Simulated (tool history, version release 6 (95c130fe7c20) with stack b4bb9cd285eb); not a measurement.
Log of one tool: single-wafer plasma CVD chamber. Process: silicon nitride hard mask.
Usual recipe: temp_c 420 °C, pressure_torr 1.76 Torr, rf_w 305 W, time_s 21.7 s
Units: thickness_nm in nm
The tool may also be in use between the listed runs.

run   hour  temp_c  pressure_torr  rf_w  time_s  read-back reference wafer on the same gauge, thickness_nm  thickness_nm
  1      0     420           1.89   305    21.7                                                     18.806        21.948
  2   70.7     420           1.76   305    21.7                                                     18.804        21.387
  3  138.6     420           1.76   305    21.7                                                     18.797        21.407
  4  166.4     420           1.76   305    21.7                                                     18.803        21.258
       238  -- thermocouple changed; heater temperature recalibrated
  5  238.5     428           1.76   305    19.4                                                     18.795        18.797
  6    269     428           1.76   305    19.4                                                     18.801        18.805
     285.6  -- RF generator calibrated
     292.9  -- gauge calibrated
  7  310.5     428           1.76   305    19.4                                                     18.805        19.847
     340.7  -- capacitance manometer re-zeroed and calibrated
  8  348.7     427            2.1   275    18.5                                                     18.805        18.794
  9  420.1     426           1.76   360    21.7                                                     18.807        25.063
 10  487.7     427            1.5   360    21.7                                                     18.794        24.151
     496.9  -- showerhead replaced
 11  534.4     429           1.76   325    21.7                                                     18.796        23.435
 12  574.2     420           2.19   305    21.7                                                     18.808         23.68
 13  601.4     434           1.32   340    21.7                                                     18.807        22.456
 14  637.8     427            2.1   275    18.5                                                      18.81        18.739

Each row is a separate what-if for the run after 14, all from the same tool condition, not one after another. Results?
  A  638.2     420           1.76   255    21.7                                                          ?             ?
  B  638.2     411           1.64   355    23.9                                                          ?             ?
  C  638.2     420           1.32   305    25.1                                                          ?             ?

run  read-back reference wafer on the same gauge, thickness_nm  thickness_nm
  A                                                       18.8        20.045
  B                                                       18.8        26.977
  C                                                       18.8        24.383
Take away the tool's hidden state, keep each run's random variation, and the runs would have read:
run  thickness_nm
  A        20.349
  B        27.352
  C        24.739
